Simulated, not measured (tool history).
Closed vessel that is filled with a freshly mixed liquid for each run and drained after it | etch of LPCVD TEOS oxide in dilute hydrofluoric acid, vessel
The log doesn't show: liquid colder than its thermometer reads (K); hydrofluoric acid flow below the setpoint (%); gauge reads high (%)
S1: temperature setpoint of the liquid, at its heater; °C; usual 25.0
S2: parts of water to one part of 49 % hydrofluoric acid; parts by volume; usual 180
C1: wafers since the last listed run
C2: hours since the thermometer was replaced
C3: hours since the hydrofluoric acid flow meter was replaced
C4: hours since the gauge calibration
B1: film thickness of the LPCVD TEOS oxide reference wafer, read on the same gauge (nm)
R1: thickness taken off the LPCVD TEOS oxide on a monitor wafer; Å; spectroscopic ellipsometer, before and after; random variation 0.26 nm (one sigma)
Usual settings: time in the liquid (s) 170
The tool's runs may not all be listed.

run 1 hour=0.0 | S1=22.0 S2=130 time_in_the_liquid_(s)=170 | C1=0 C2=346.3 C3=264.2 C4=1594.2 | B1=67.46 | R1=344.2
run 2 hour=215.8 | S1=25.0 S2=180 time_in_the_liquid_(s)=170 | C1=17318 C2=562.1 C3=480.0 C4=1810.0 | B1=66.84 | R1=263.4
run 3 hour=294.8 | S1=21.5 S2=180 time_in_the_liquid_(s)=215 | C1=6339 C2=641.1 C3=559.0 C4=1889.0 | B1=66.64 | R1=292.3
run 4 hour=377.3 | S1=21.5 S2=180 time_in_the_liquid_(s)=215 | C1=6620 C2=723.6 C3=641.5 C4=1971.5 | B1=66.38 | R1=286.8
run 5 hour=450.5 | S1=21.5 S2=180 time_in_the_liquid_(s)=215 | C1=5874 C2=796.8 C3=714.7 C4=2044.7 | B1=66.14 | R1=290.9
-- hour=488.1 thermometer replaced
-- hour=509.2 hydrofluoric acid flow meter replaced
run 6 hour=522.0 | S1=25.0 S2=180 time_in_the_liquid_(s)=170 | C1=5577 C2=33.9 C3=12.8 C4=2116.2 | B1=65.93 | R1=260.6
run 7 hour=597.8 | S1=25.0 S2=180 time_in_the_liquid_(s)=170 | C1=6082 C2=109.7 C3=88.6 C4=2192.0 | B1=65.63 | R1=255.6
run 8 hour=704.2 | S1=25.0 S2=180 time_in_the_liquid_(s)=170 | C1=8538 C2=216.1 C3=195.0 C4=2298.4 | B1=65.27 | R1=257.9
run 9 hour=783.2 | S1=25.0 S2=180 time_in_the_liquid_(s)=170 | C1=6339 C2=295.1 C3=274.0 C4=2377.4 | B1=64.96 | R1=253.3
run 10 hour=872.1 | S1=25.0 S2=180 time_in_the_liquid_(s)=170 | C1=7134 C2=384.0 C3=362.9 C4=2466.3 | B1=64.61 | R1=252.6
run 11 hour=979.9 | S1=25.0 S2=180 time_in_the_liquid_(s)=170 | C1=8650 C2=491.8 C3=470.7 C4=2574.1 | B1=64.15 | R1=252.8
run 12 hour=1062.6 | S1=25.0 S2=115 time_in_the_liquid_(s)=170 | C1=6636 C2=574.5 C3=553.4 C4=2656.8 | B1=63.83 | R1=424.6
run 13 hour=1167.5 | S1=25.0 S2=115 time_in_the_liquid_(s)=170 | C1=8418 C2=679.4 C3=658.3 C4=2761.7 | B1=63.35 | R1=428.1
run 14 hour=1267.4 | S1=25.0 S2=180 time_in_the_liquid_(s)=170 | C1=8017 C2=779.3 C3=758.2 C4=2861.6 | B1=62.91 | R1=248.6
run 15 hour=1362.7 | S1=23.5 S2=110 time_in_the_liquid_(s)=170 | C1=7647 C2=874.6 C3=853.5 C4=2956.9 | B1=62.46 | R1=412.5
-- hour=1370.3 hydrofluoric acid flow meter replaced
run 16 hour=1426.1 | S1=25.0 S2=180 time_in_the_liquid_(s)=170 | C1=5007 C2=938.0 C3=55.8 C4=3020.3 | B1=62.14 | R1=245.6
-- hour=1473.0 gauge calibrated
run 17 hour=1531.7 | S1=25.0 S2=180 time_in_the_liquid_(s)=170 | C1=8474 C2=1043.6 C3=161.4 C4=58.7 | B1=69.18 | R1=270.8
-- hour=1555.2 thermometer replaced
run 18 hour=1570.9 | S1=25.0 S2=180 time_in_the_liquid_(s)=200 | C1=3065 C2=15.7 C3=200.6 C4=97.9 | B1=69.13 | R1=314.8
run 19 hour=1662.5 | S1=22.0 S2=130 time_in_the_liquid_(s)=170 | C1=7350 C2=107.3 C3=292.2 C4=189.5 | B1=69.14 | R1=348.3
run 20 hour=1742.8 | S1=29.5 S2=150 time_in_the_liquid_(s)=95 | C1=6444 C2=187.6 C3=372.5 C4=269.8 | B1=69.12 | R1=218.4
run 21 hour=1781.0 | S1=29.5 S2=180 time_in_the_liquid_(s)=170 | C1=3065 C2=225.8 C3=410.7 C4=308.0 | B1=69.06 | R1=318.1
run 22 hour=1880.8 | S1=23.0 S2=180 time_in_the_liquid_(s)=105 | C1=8008 C2=325.6 C3=510.5 C4=407.8 | B1=69.03 | R1=155.7
run 23 hour=1959.9 | S1=23.0 S2=180 time_in_the_liquid_(s)=170 | C1=6347 C2=404.7 C3=589.6 C4=486.9 | B1=68.99 | R1=250.8
-- hour=2061.8 hydrofluoric acid flow meter replaced
run 24 hour=2202.0 | S1=25.0 S2=180 time_in_the_liquid_(s)=170 | C1=19348 C2=646.8 C3=140.2 C4=729.0 | B1=68.74 | R1=269.8
run 25 hour=2275.0 | S1=20.5 S2=180 time_in_the_liquid_(s)=170 | C1=5858 C2=719.8 C3=213.2 C4=802.0 | B1=68.62 | R1=226.8
run 26 hour=2362.5 | S1=25.0 S2=180 time_in_the_liquid_(s)=170 | C1=7021 C2=807.3 C3=300.7 C4=889.5 | B1=68.52 | R1=272.1
run 27 hour=2408.1 | S1=20.5 S2=150 time_in_the_liquid_(s)=140 | C1=3659 C2=852.9 C3=346.3 C4=935.1 | B1=68.49 | R1=231.0
-- hour=2439.0 thermometer replaced
run 28 hour=2530.3 | S1=29.0 S2=180 time_in_the_liquid_(s)=225 | C1=9726 C2=91.3 C3=468.5 C4=1057.3 | B1=68.25 | R1=411.8
run 29 hour=2623.5 | S1=25.0 S2=180 time_in_the_liquid_(s)=265 | C1=7479 C2=184.5 C3=561.7 C4=1150.5 | B1=68.06 | R1=414.0
run 30 hour=2681.3 | S1=28.5 S2=130 time_in_the_liquid_(s)=140 | C1=4638 C2=242.3 C3=619.5 C4=1208.3 | B1=67.99 | R1=368.2
-- hour=2704.7 hydrofluoric acid flow meter replaced
run 31 hour=2737.4 | S1=25.0 S2=205 time_in_the_liquid_(s)=170 | C1=4421 C2=298.4 C3=32.7 C4=1264.4 | B1=67.82 | R1=226.9
run 32 hour=2836.0 | S1=25.0 S2=180 time_in_the_liquid_(s)=170 | C1=7912 C2=397.0 C3=131.3 C4=1363.0 | B1=67.66 | R1=265.0
run 33 hour=2914.2 | S1=25.0 S2=180 time_in_the_liquid_(s)=170 | C1=6275 C2=475.2 C3=209.5 C4=1441.2 | B1=67.49 | R1=266.2
run 34 hour=2976.8 | S1=25.0 S2=120 time_in_the_liquid_(s)=145 | C1=5023 C2=537.8 C3=272.1 C4=1503.8 | B1=67.32 | R1=362.2

How the hidden state differs across the entries between the runs, from the last listed run before each to the first after it:
Between runs 5 and 6: thermometer replaced (hour 488.1); hydrofluoric acid flow meter replaced (hour 509.2)
  gauge reads high (%): -5.52 -> -5.86
  measured less the result without the state, R1: -17.0 -> -16.2 Å
Between runs 15 and 16: hydrofluoric acid flow meter replaced (hour 1370.3)
  gauge reads high (%): -10.8 -> -11.2
  measured less the result without the state, R1: -49.8 -> -31.0 Å
Between runs 16 and 17: gauge calibrated (hour 1473.0)
  gauge reads high (%): -11.2 -> -1.21
  measured less the result without the state, R1: -31.0 -> -3.3 Å
Between runs 17 and 18: thermometer replaced (hour 1555.2)
  no hidden state differs between the two runs
  measured less the result without the state, R1: -3.3 -> -3.9 Å
Between runs 23 and 24: hydrofluoric acid flow meter replaced (hour 2061.8)
  gauge reads high (%): -1.48 -> -1.81
  measured less the result without the state, R1: -3.7 -> -5.0 Å
Between runs 27 and 28: thermometer replaced (hour 2439.0)
  gauge reads high (%): -2.21 -> -2.49
  measured less the result without the state, R1: -5.2 -> -10.5 Å
Between runs 30 and 31: hydrofluoric acid flow meter replaced (hour 2704.7)
  gauge reads high (%): -2.88 -> -3.04
  measured less the result without the state, R1: -10.9 -> -7.2 Å
